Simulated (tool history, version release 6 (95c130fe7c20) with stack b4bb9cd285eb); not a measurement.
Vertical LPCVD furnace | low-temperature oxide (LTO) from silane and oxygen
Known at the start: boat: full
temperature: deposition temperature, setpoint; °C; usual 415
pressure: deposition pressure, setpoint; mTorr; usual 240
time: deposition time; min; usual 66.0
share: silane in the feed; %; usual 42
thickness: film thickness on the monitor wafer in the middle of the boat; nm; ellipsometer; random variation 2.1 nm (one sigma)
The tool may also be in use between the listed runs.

| run | hour | temperature | pressure | time | share | wafers since the last listed run | hours since the last temperature calibration | hours since the pressure gauge was zeroed | hours since the silane flow controller was replaced | hours since the gauge calibration | read-back reference wafer on the same gauge, thickness | thickness |
|---|---|---|---|---|---|---|---|---|---|---|---|---|
| 1 | 0.0 | 415 | 240 | 66.0 | 42 | 0 | 1317.8 | 4051.5 | 4280.5 | 144.1 | 994.77 | 894.31 |
| 2 | 86.8 | 415 | 240 | 66.0 | 42 | 1355 | 1404.6 | 4138.3 | 4367.3 | 230.9 | 994.39 | 894.32 |
| 3 | 132.9 | 415 | 240 | 66.0 | 42 | 719 | 1450.7 | 4184.4 | 4413.4 | 277.0 | 994.99 | 895.18 |
|  | 191.6 | thermocouples replaced and temperature profile calibrated |
| 4 | 192.1 | 415 | 240 | 66.0 | 42 | 549 | 0.5 | 4243.6 | 4472.6 | 336.2 | 994.53 | 896.18 |
| 5 | 250.6 | 415 | 240 | 66.0 | 42 | 913 | 59.0 | 4302.1 | 4531.1 | 394.7 | 995.06 | 896.17 |
| 6 | 321.2 | 415 | 240 | 66.0 | 42 | 1102 | 129.6 | 4372.7 | 4601.7 | 465.3 | 994.88 | 899.88 |
| 7 | 421.4 | 415 | 240 | 66.0 | 45 | 1564 | 229.8 | 4472.9 | 4701.9 | 565.5 | 994.26 | 961.75 |
| 8 | 458.5 | 415 | 240 | 66.0 | 45 | 579 | 266.9 | 4510.0 | 4739.0 | 602.6 | 996.04 | 965.86 |
| 9 | 582.0 | 415 | 240 | 73.0 | 42 | 1928 | 390.4 | 4633.5 | 4862.5 | 726.1 | 994.94 | 988.07 |
| 10 | 654.1 | 415 | 240 | 66.0 | 42 | 1125 | 462.5 | 4705.6 | 4934.6 | 798.2 | 995.84 | 893.46 |
| 11 | 692.3 | 415 | 240 | 66.0 | 42 | 596 | 500.7 | 4743.8 | 4972.8 | 836.4 | 994.64 | 895.47 |
| 12 | 731.0 | 415 | 240 | 66.0 | 42 | 604 | 539.4 | 4782.5 | 5011.5 | 875.1 | 995.19 | 893.72 |
| 13 | 975.4 | 415 | 240 | 74.0 | 42 | 3816 | 783.8 | 5026.9 | 5255.9 | 1119.5 | 994.51 | 999.83 |
| 14 | 1041.1 | 415 | 240 | 74.0 | 42 | 1025 | 849.5 | 5092.6 | 5321.6 | 1185.2 | 994.70 | 999.18 |
| 15 | 1103.0 | 424 | 240 | 66.0 | 50 | 966 | 911.4 | 5154.5 | 5383.5 | 1247.1 | 995.14 | 1156.14 |
| 16 | 1142.4 | 422 | 240 | 66.0 | 45 | 615 | 950.8 | 5193.9 | 5422.9 | 1286.5 | 994.28 | 1033.77 |
| 17 | 1184.5 | 415 | 180 | 66.0 | 42 | 657 | 992.9 | 5236.0 | 5465.0 | 1328.6 | 993.61 | 670.21 |
|  | 1243.2 | pressure gauge zeroed |
| 18 | 1254.8 | 415 | 220 | 66.0 | 42 | 722 | 1063.2 | 11.6 | 5535.3 | 1398.9 | 995.49 | 819.65 |
| 19 | 1315.6 | 421 | 240 | 53.5 | 42 | 949 | 1124.0 | 72.4 | 5596.1 | 1459.7 | 994.36 | 773.39 |
|  | 1432.5 | gauge calibrated |
|  | 1474.8 | silane flow controller replaced |
| 20 | 1563.6 | 415 | 210 | 66.0 | 46 | 3497 | 1372.0 | 320.4 | 88.8 | 131.1 | 995.49 | 879.01 |
| 21 | 1731.2 | 409 | 280 | 90.0 | 42 | 2616 | 1539.6 | 488.0 | 256.4 | 298.7 | 995.23 | 1373.19 |
| 22 | 1786.4 | 415 | 240 | 66.0 | 42 | 861 | 1594.8 | 543.2 | 311.6 | 353.9 | 994.67 | 916.02 |
|  | 1817.8 | thermocouples replaced and temperature profile calibrated |
| 23 | 1877.9 | 415 | 260 | 79.0 | 42 | 1053 | 60.1 | 634.7 | 403.1 | 445.4 | 993.99 | 1181.38 |
| 24 | 1965.3 | 426 | 240 | 66.0 | 42 | 1364 | 147.5 | 722.1 | 490.5 | 532.8 | 995.88 | 1019.13 |
| 25 | 2058.2 | 415 | 240 | 66.0 | 42 | 1450 | 240.4 | 815.0 | 583.4 | 625.7 | 995.48 | 913.92 |
| 26 | 2163.6 | 415 | 240 | 66.0 | 42 | 1645 | 345.8 | 920.4 | 688.8 | 731.1 | 995.09 | 909.35 |
| 27 | 2249.2 | 415 | 240 | 66.0 | 42 | 1336 | 431.4 | 1006.0 | 774.4 | 816.7 | 994.48 | 912.68 |
| 28 | 2303.8 | 415 | 240 | 66.0 | 42 | 852 | 486.0 | 1060.6 | 829.0 | 871.3 | 994.73 | 914.11 |
| 29 | 2342.0 | 410 | 290 | 82.5 | 35 | 596 | 524.2 | 1098.8 | 867.2 | 909.5 | 994.70 | 1044.19 |

5 ways to go on from here, each from the tool as it stands after run 29. What would each give?
| A | 2347.3 | 415 | 240 | 66.0 | 46 | 82 | 529.5 | 1104.1 | 872.5 | 914.8 | ? | ? |
| B | 2347.3 | 415 | 240 | 41.5 | 42 | 82 | 529.5 | 1104.1 | 872.5 | 914.8 | ? | ? |
| C | 2347.3 | 426 | 240 | 66.0 | 49 | 82 | 529.5 | 1104.1 | 872.5 | 914.8 | ? | ? |
| D | 2347.3 | 415 | 280 | 81.5 | 42 | 82 | 529.5 | 1104.1 | 872.5 | 914.8 | ? | ? |
| E | 2347.3 | 408 | 240 | 66.0 | 42 | 82 | 529.5 | 1104.1 | 872.5 | 914.8 | ? | ? |

| run | read-back reference wafer on the same gauge, thickness | thickness |
|---|---|---|
| A | 995.34 | 997.13 |
| B | 995.34 | 571.33 |
| C | 995.34 | 1170.81 |
| D | 995.34 | 1309.02 |
| E | 995.34 | 844.81 |
Without the tool's hidden state the same runs would have given:
| run | thickness |
|---|---|
| A | 1003.88 |
| B | 576.13 |
| C | 1176.99 |
| D | 1320.01 |
| E | 852.06 |
